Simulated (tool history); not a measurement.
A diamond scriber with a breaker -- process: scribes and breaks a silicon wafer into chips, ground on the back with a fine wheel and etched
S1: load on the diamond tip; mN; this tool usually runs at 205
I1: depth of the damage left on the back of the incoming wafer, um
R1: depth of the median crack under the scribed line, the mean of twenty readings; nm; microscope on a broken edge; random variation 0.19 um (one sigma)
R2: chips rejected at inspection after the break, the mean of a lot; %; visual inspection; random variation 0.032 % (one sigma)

run,hour,S1,I1,R1,R2
1,0,231,0.74,16360,2.9
2,77.9,205,0.47,15090,1.04
# hour 170.6: load on the tip recalibrated
3,178.9,205,0.79,13900,0.42
# hour 274.7: diamond tip replaced by a new one
4,275.2,205,0.47,14070,0.36
5,358.1,205,0.33,14000,0.45
6,404.2,205,0.73,13980,0.4
7,462.8,168,0.44,12330,2.26
8,566,205,0.75,14550,0.48
# hour 627.2: diamond tip replaced by a new one, of another model than before
9,638.4,246,0.69,15810,1.62
10,738.5,265,0.52,16100,2.94
11,810,183,0.5,13780,0.45
# hour 1005.6: diamond tip replaced by a new one
12,1103.7,256,0.39,16250,3.13
# hour 1158: load on the tip recalibrated
13,1167.1,176,0.37,13400,0.94
14,1241.5,205,0.56,13970,0.44
15,1321,222,0.42,14540,0.59
16,1396.9,205,0.32,14180,0.48
# hour 1436: diamond tip replaced by a new one
17,1483,250,0.45,15220,1.63

4 options for the next run, each taken on its own from the tool as it stands now. Forecast them:
A,1483.6,158,0.74,?,?
B,1483.6,166,0.74,?,?
C,1483.6,244,0.74,?,?
D,1483.6,261,0.74,?,?

run,R1,R2
A,12890,1.75
B,13130,1.31
C,15390,1.14
D,15860,1.84
Take away the tool's hidden state, keep each run's random variation, and the runs would have read:
run,R1,R2
A,12880,1.77
B,13120,1.32
C,15370,1.12
D,15840,1.82
